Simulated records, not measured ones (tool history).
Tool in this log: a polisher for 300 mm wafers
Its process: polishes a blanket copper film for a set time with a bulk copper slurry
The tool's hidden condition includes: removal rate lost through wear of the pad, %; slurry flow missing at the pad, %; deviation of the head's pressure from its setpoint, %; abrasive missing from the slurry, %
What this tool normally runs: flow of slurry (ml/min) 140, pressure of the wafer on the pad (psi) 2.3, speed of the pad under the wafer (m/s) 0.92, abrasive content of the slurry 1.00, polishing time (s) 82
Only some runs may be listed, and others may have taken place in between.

run,hour,flow of slurry (ml/min),pressure of the wafer on the pad (psi),speed of the pad under the wafer (m/s),abrasive content of the slurry,polishing time (s),wafers since the last listed run,wafers polished on this pad,hours since the slurry nozzle was cleaned,hours since the head pressure was calibrated,hours since the slurry blender was calibrated,"incoming thickness of the incoming film, nm",film removed (angstrom)
1,0.0,140,2.3,0.92,1.00,82,0,2138,38.1,769.0,80.2,1924.5,4596
# hour 62.9: head pressure recalibrated
2,63.6,140,2.3,0.92,1.00,82,451,2590,101.7,0.7,143.8,1875.7,4907
# hour 81.9: worn pad replaced by a new one
3,130.7,140,2.3,0.92,1.00,82,463,358,168.8,67.8,210.9,1887.1,4859
4,167.6,140,2.3,0.92,1.00,82,270,629,205.7,104.7,247.8,1872.9,4878
5,202.1,140,2.3,0.92,1.00,82,253,882,240.2,139.2,282.3,1873.0,4864
6,269.8,140,2.3,1.02,1.00,82,496,1378,307.9,206.9,350.0,1874.0,5457
# hour 284.7: slurry blender recalibrated
7,341.0,140,2.3,1.02,1.00,82,507,1886,379.1,278.1,56.3,1881.2,5305
8,369.1,140,2.3,0.92,1.00,82,206,2092,407.2,306.2,84.4,1897.1,4812
9,402.8,140,2.3,0.92,1.00,82,247,2340,440.9,339.9,118.1,1864.3,4829
# hour 446.9: slurry nozzle cleaned
# hour 553.4: worn pad replaced by a new one
10,583.2,140,2.3,0.92,1.00,82,1287,218,136.3,520.3,298.5,1882.8,4678
# hour 645.7: slurry blender recalibrated
11,648.5,140,2.3,0.92,1.00,88,464,683,201.6,585.6,2.8,1901.7,5122
12,715.9,140,2.3,0.92,1.00,88,494,1177,269.0,653.0,70.2,1875.1,5151
13,741.0,100,2.0,0.92,0.90,107,184,1361,294.1,678.1,95.3,1881.5,5199
# hour 835.5: slurry nozzle cleaned
# hour 929.1: head pressure recalibrated
14,939.1,165,2.9,0.76,1.00,82,1431,2793,103.6,10.0,293.4,1877.7,4800
# hour 991.7: worn pad replaced by a new one
15,1042.8,140,2.3,1.14,1.00,82,731,375,207.3,113.7,397.1,1900.7,6022
16,1068.3,140,2.3,0.84,1.00,82,187,562,232.8,139.2,422.6,1883.9,4462
# hour 1110.9: slurry blender recalibrated
17,1113.3,115,2.3,0.92,1.10,82,315,877,277.8,184.2,2.4,1869.5,4723
18,1175.0,140,2.3,1.02,0.90,82,452,1330,339.5,245.9,64.1,1861.7,5362
19,1222.5,140,2.3,0.92,1.00,82,348,1679,387.0,293.4,111.6,1858.9,4729
20,1279.3,140,2.3,0.92,1.00,82,416,2095,443.8,350.2,168.4,1872.9,4752
# hour 1299.5: slurry nozzle cleaned
21,1335.6,160,2.3,0.92,1.00,82,405,2501,36.1,406.5,224.7,1892.2,4865
# hour 1382.7: worn pad replaced by a new one
22,1385.5,140,2.3,0.92,1.00,82,336,20,86.0,456.4,274.6,1873.5,4689
23,1432.0,140,2.3,0.62,1.00,95,341,361,132.5,502.9,321.1,1878.4,3675
24,1459.9,140,2.3,0.74,1.00,82,204,566,160.4,530.8,349.0,1868.2,3827
25,1519.4,170,2.1,0.66,1.00,104,436,1003,219.9,590.3,408.5,1849.5,4264
26,1549.1,155,2.3,0.92,1.00,82,217,1221,249.6,620.0,438.2,1908.2,4785
# hour 1571.3: slurry blender recalibrated
27,1583.1,105,2.0,0.80,1.25,82,234,1455,283.6,654.0,11.8,1873.2,3645
28,1624.1,100,2.8,0.92,0.85,105,300,1756,324.6,695.0,52.8,1858.3,6044
29,1697.6,140,2.7,0.92,1.00,82,539,2296,398.1,768.5,126.3,1894.6,5052
30,1749.8,140,2.3,0.92,1.00,82,383,2679,450.3,820.7,178.5,1879.2,4560

Each row is a separate what-if for the run after 30, all from the same tool condition, not one after another. Results?
A,1750.3,140,2.3,1.16,1.00,82,3,2682,450.8,821.2,179.0,1877.8,?
B,1750.3,140,2.3,0.92,0.75,82,3,2682,450.8,821.2,179.0,1877.8,?
C,1750.3,110,2.3,0.80,0.75,72,3,2682,450.8,821.2,179.0,1877.8,?
D,1750.3,165,2.3,0.70,1.00,70,3,2682,450.8,821.2,179.0,1877.8,?

run,film removed (angstrom)
A,5775
B,4379
C,3187
D,3058
Without the tool's unlogged condition, the same runs would have read:
run,film removed (angstrom)
A,6162
B,4672
C,3400
D,3262

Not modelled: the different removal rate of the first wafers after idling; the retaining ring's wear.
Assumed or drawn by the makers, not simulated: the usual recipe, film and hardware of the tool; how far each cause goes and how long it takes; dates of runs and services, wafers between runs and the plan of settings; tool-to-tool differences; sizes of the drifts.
